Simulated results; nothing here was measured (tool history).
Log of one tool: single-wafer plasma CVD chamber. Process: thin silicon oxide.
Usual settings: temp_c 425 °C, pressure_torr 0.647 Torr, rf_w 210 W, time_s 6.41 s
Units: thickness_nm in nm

run	day	temp_c	pressure_torr	rf_w	time_s	read-back reference wafer on the same gauge, thickness_nm	thickness_nm
1	0.000	425	0.647	210	6.94	7.522	7.944
2	1.092	425	0.647	210	6.94	7.520	7.959
3	1.821	425	0.647	210	6.94	7.516	7.985
4	3.112	425	0.647	210	6.41	7.518	7.347
# day 4.321: showerhead replaced
5	4.342	425	0.647	210	6.41	7.517	7.370
6	5.296	425	0.647	210	6.41	7.519	7.353
7	6.150	425	0.647	210	6.41	7.526	7.343
8	6.683	425	0.647	210	6.41	7.520	7.336
# day 7.154: capacitance manometer re-zeroed and calibrated
9	7.562	425	0.647	210	6.41	7.520	7.370
10	8.796	418	0.647	210	6.15	7.520	7.044
11	10.075	425	0.521	210	6.41	7.513	6.132
# day 11.171: RF generator calibrated
12	11.550	425	0.647	210	6.41	7.524	7.575
# day 13.029: thermocouple changed; heater temperature recalibrated
13	13.050	425	0.553	180	5.26	7.518	4.956
14	13.550	419	0.491	190	6.41	7.518	5.705
15	14.233	438	0.647	210	5.96	7.527	7.008
16	14.942	425	0.711	210	6.03	7.519	7.729
# day 15.550: gauge calibrated
17	15.729	425	0.647	210	6.41	7.518	7.567
18	16.538	425	0.647	210	6.41	7.521	7.592
19	17.079	425	0.736	210	6.41	7.518	8.397
20	18.171	425	0.522	190	6.41	7.523	5.943

Forecast run 21:
21	19.433	425	0.647	240	7.52	?	?

{"run 21": {"read-back reference wafer on the same gauge, thickness_nm": 7.52, "thickness_nm": 9.494}}
Without the tool's hidden state the same run would have given thickness_nm 9.551 nm.
